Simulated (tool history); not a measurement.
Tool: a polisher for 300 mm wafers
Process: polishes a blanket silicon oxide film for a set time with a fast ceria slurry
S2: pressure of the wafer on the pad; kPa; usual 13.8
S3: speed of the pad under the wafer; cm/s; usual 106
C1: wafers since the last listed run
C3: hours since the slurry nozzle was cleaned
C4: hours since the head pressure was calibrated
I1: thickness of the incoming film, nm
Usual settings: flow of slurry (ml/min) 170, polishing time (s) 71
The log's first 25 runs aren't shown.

{"hour": 1341.2, "done": "worn pad replaced by a new one"}
{"run": 26, "hour": 1486.1, "flow of slurry (ml/min)": 225, "S2": 13.8, "S3": 94, "polishing time (s)": 55, "C1": 2170, "wafers polished on this pad": 1818, "C3": 523.2, "C4": 774.3, "I1": 2518.7, "film removed (nm)": 643}
{"hour": 1513.9, "done": "slurry nozzle cleaned"}
{"run": 27, "hour": 1530.9, "flow of slurry (ml/min)": 115, "S2": 13.8, "S3": 132, "polishing time (s)": 71, "C1": 549, "wafers polished on this pad": 2368, "C3": 17, "C4": 819.1, "I1": 2581.4, "film removed (nm)": 1105}
{"run": 28, "hour": 1574.0, "flow of slurry (ml/min)": 170, "S2": 13.8, "S3": 106, "polishing time (s)": 71, "C1": 540, "wafers polished on this pad": 2909, "C3": 60.1, "C4": 862.2, "I1": 2556, "film removed (nm)": 924.7}
{"run": 29, "hour": 1612.4, "flow of slurry (ml/min)": 145, "S2": 10.3, "S3": 94, "polishing time (s)": 71, "C1": 482, "wafers polished on this pad": 3391, "C3": 98.5, "C4": 900.6, "I1": 2573.8, "film removed (nm)": 692.5}
{"run": 30, "hour": 1647.2, "flow of slurry (ml/min)": 215, "S2": 13.8, "S3": 106, "polishing time (s)": 78, "C1": 436, "wafers polished on this pad": 3828, "C3": 133.3, "C4": 935.4, "I1": 2570.7, "film removed (nm)": 1038.1}
{"run": 31, "hour": 1691.1, "flow of slurry (ml/min)": 145, "S2": 15.9, "S3": 80, "polishing time (s)": 93, "C1": 551, "wafers polished on this pad": 4379, "C3": 177.2, "C4": 979.3, "I1": 2559.9, "film removed (nm)": 950.9}
{"run": 32, "hour": 1757.9, "flow of slurry (ml/min)": 170, "S2": 13.8, "S3": 106, "polishing time (s)": 71, "C1": 838, "wafers polished on this pad": 5217, "C3": 244, "C4": 1046.1, "I1": 2551.1, "film removed (nm)": 886.2}
{"hour": 1762.3, "done": "worn pad replaced by a new one"}
{"run": 33, "hour": 1812.2, "flow of slurry (ml/min)": 140, "S2": 15.9, "S3": 82, "polishing time (s)": 71, "C1": 631, "wafers polished on this pad": 625, "C3": 298.3, "C4": 1100.4, "I1": 2592.8, "film removed (nm)": 762.3}
{"run": 34, "hour": 1856.4, "flow of slurry (ml/min)": 230, "S2": 13.8, "S3": 106, "polishing time (s)": 71, "C1": 554, "wafers polished on this pad": 1180, "C3": 342.5, "C4": 1144.6, "I1": 2532.3, "film removed (nm)": 970.7}
{"hour": 1890.7, "done": "head pressure recalibrated"}
{"run": 35, "hour": 1911.8, "flow of slurry (ml/min)": 135, "S2": 15.9, "S3": 80, "polishing time (s)": 93, "C1": 670, "wafers polished on this pad": 1850, "C3": 397.9, "C4": 21.1, "I1": 2551.6, "film removed (nm)": 934.5}
{"run": 36, "hour": 2030.5, "flow of slurry (ml/min)": 170, "S2": 13.8, "S3": 106, "polishing time (s)": 71, "C1": 1489, "wafers polished on this pad": 3340, "C3": 516.6, "C4": 139.8, "I1": 2509.6, "film removed (nm)": 883.6}
{"hour": 2057.9, "done": "slurry nozzle cleaned"}
{"run": 37, "hour": 2064.5, "flow of slurry (ml/min)": 145, "S2": 13.8, "S3": 106, "polishing time (s)": 71, "C1": 414, "wafers polished on this pad": 3755, "C3": 6.6, "C4": 173.8, "I1": 2592.1, "film removed (nm)": 904.2}
{"run": 38, "hour": 2121.8, "flow of slurry (ml/min)": 170, "S2": 12.4, "S3": 106, "polishing time (s)": 47, "C1": 719, "wafers polished on this pad": 4474, "C3": 63.9, "C4": 231.1, "I1": 2553.4, "film removed (nm)": 578.8}

3 ways to go on from here, each from the tool as it stands after run 38. What would each give?
{"run": "A", "hour": 2122.2, "flow of slurry (ml/min)": 170, "S2": 12.4, "S3": 106, "polishing time (s)": 71, "C1": 5, "wafers polished on this pad": 4479, "C3": 64.3, "C4": 231.5, "I1": 2564.5, "film removed (nm)": "?"}
{"run": "B", "hour": 2122.2, "flow of slurry (ml/min)": 170, "S2": 13.8, "S3": 68, "polishing time (s)": 94, "C1": 5, "wafers polished on this pad": 4479, "C3": 64.3, "C4": 231.5, "I1": 2564.5, "film removed (nm)": "?"}
{"run": "C", "hour": 2122.2, "flow of slurry (ml/min)": 170, "S2": 13.8, "S3": 138, "polishing time (s)": 85, "C1": 5, "wafers polished on this pad": 4479, "C3": 64.3, "C4": 231.5, "I1": 2564.5, "film removed (nm)": "?"}

run=A film_removed_(nm)=872.6
run=B film_removed_(nm)=788.4
run=C film_removed_(nm)=1446.8
Without the tool's hidden state the same runs would have given:
run=A film_removed_(nm)=931.3
run=B film_removed_(nm)=841.5
run=C film_removed_(nm)=1544.2
